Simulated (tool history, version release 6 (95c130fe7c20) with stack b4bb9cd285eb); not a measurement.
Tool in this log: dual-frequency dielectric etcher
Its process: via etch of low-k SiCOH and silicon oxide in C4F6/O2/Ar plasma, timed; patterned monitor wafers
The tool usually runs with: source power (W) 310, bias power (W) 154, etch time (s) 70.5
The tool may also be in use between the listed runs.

run    hour  source power (W)  bias power (W)  etch time (s)  wafers since the last listed run  hours since the last wet clean  hours since the last source power generator calibration  hours since the last bias power generator calibration  hours since the last upper electrode change  hours since the gauge calibration  read-back reference wafer on the same gauge, depth_nm  mean etch depth across the wafer (angstrom)
  1     0.0               310             154           70.5                                 0                           366.1                                                     70.6                                                  492.4                                       1867.2                             2496.0                                                  143.8                                         1504
  2    95.3               310             154           70.5                               747                           461.4                                                    165.9                                                  587.7                                       1962.5                             2591.3                                                  143.9                                         1511
      141.3  -- wet clean of the chamber, repeated, since the last time left the tool worse
  3   159.7               310             154           70.5                               317                            18.4                                                    230.3                                                  652.1                                       2026.9                             2655.7                                                  144.2                                         1588
  4   247.3               310             154           70.5                               687                           106.0                                                    317.9                                                  739.7                                       2114.5                             2743.3                                                  143.9                                         1588
  5   292.7               310             154           70.5                               356                           151.4                                                    363.3                                                  785.1                                       2159.9                             2788.7                                                  144.3                                         1611
  6   350.3               310             154           70.5                               452                           209.0                                                    420.9                                                  842.7                                       2217.5                             2846.3                                                  144.0                                         1603
  7   421.8               310             154           70.5                               561                           280.5                                                    492.4                                                  914.2                                       2289.0                             2917.8                                                  144.0                                         1607
      464.7  -- upper electrode replaced
  8   482.2               230             154           70.5                               285                           340.9                                                    552.8                                                  974.6                                         17.5                             2978.2                                                  144.0                                         1470
  9   561.3               280             188           87.5                               620                           420.0                                                    631.9                                                 1053.7                                         96.6                             3057.3                                                  143.7                                         2078
 10   610.1               310             154           53.5                               382                           468.8                                                    680.7                                                 1102.5                                        145.4                             3106.1                                                  143.8                                         1237
 11   648.4               380             135           61.0                               300                           507.1                                                    719.0                                                 1140.8                                        183.7                             3144.4                                                  144.0                                         1459
 12   706.5               350             154           70.5                               455                           565.2                                                    777.1                                                 1198.9                                        241.8                             3202.5                                                  143.7                                         1702
      809.5  -- wet clean of the chamber
 13   810.0               310             154           76.5                               623                             0.5                                                    880.6                                                 1302.4                                        345.3                             3306.0                                                  144.0                                         1718
 14   852.9               360             154           70.5                               336                            43.4                                                    923.5                                                 1345.3                                        388.2                             3348.9                                                  143.9                                         1668
 15   951.9               310             154           70.5                               776                           142.4                                                   1022.5                                                 1444.3                                        487.2                             3447.9                                                  143.8                                         1596
 16   999.6               370             117           50.0                               374                           190.1                                                   1070.2                                                 1492.0                                        534.9                             3495.6                                                  143.8                                         1110
 17  1077.7               310             140           70.5                               612                           268.2                                                   1148.3                                                 1570.1                                        613.0                             3573.7                                                  143.9                                         1553
     1128.7  -- gauge calibrated
 18  1132.8               390             124           88.0                               432                           323.3                                                   1203.4                                                 1625.2                                        668.1                                4.1                                                  144.0                                         2044
 19  1195.2               280             166           59.0                               489                           385.7                                                   1265.8                                                 1687.6                                        730.5                               66.5                                                  144.2                                         1332
 20  1274.7               310             143           86.5                               623                           465.2                                                   1345.3                                                 1767.1                                        810.0                              146.0                                                  144.1                                         1935
 21  1336.4               360             118           61.5                               484                           526.9                                                   1407.0                                                 1828.8                                        871.7                              207.7                                                  144.0                                         1381
     1368.0  -- bias power generator calibrated
 22  1394.2               270             132           70.5                               422                           584.7                                                   1464.8                                                   26.2                                        929.5                              265.5                                                  143.9                                         1477
     1452.0  -- wet clean of the chamber
 23  1497.4               310             154           70.5                               621                            45.4                                                   1568.0                                                  129.4                                       1032.7                              368.7                                                  143.8                                         1587
 24  1539.5               270             154           70.5                               330                            87.5                                                   1610.1                                                  171.5                                       1074.8                              410.8                                                  144.1                                         1510
 25  1694.4               380             186           76.5                              1215                           242.4                                                   1765.0                                                  326.4                                       1229.7                              565.7                                                  144.0                                         1995
 26  1773.7               360             154           70.5                               622                           321.7                                                   1844.3                                                  405.7                                       1309.0                              645.0                                                  143.9                                         1699
 27  1881.1               310             154           70.5                               842                           429.1                                                   1951.7                                                  513.1                                       1416.4                              752.4                                                  144.4                                         1619
 28  1936.3               310             154           51.0                               433                           484.3                                                   2006.9                                                  568.3                                       1471.6                              807.6                                                  144.3                                         1168
     1990.3  -- wet clean of the chamber
 29  2007.2               310             154           56.0                               368                            16.9                                                   2077.8                                                  639.2                                       1542.5                              878.5                                                  144.2                                         1259

Below are 4 alternative next runs, each starting from the tool's condition after run 29. Predict each:
  A  2007.6               310             179           70.5                                 3                            17.3                                                   2078.2                                                  639.6                                       1542.9                              878.9                                                      ?                                            ?
  B  2007.6               380             154           70.5                                 3                            17.3                                                   2078.2                                                  639.6                                       1542.9                              878.9                                                      ?                                            ?
  C  2007.6               310             183           70.5                                 3                            17.3                                                   2078.2                                                  639.6                                       1542.9                              878.9                                                      ?                                            ?
  D  2007.6               370             144           64.0                                 3                            17.3                                                   2078.2                                                  639.6                                       1542.9                              878.9                                                      ?                                            ?

run  read-back reference wafer on the same gauge, depth_nm  mean etch depth across the wafer (angstrom)
  A                                                  143.9                                         1669
  B                                                  143.9                                         1710
  C                                                  143.9                                         1682
  D                                                  143.9                                         1504
Had the tool no hidden state, the same runs would have come out as:
run  mean etch depth across the wafer (angstrom)
  A                                         1667
  B                                         1708
  C                                         1680
  D                                         1502
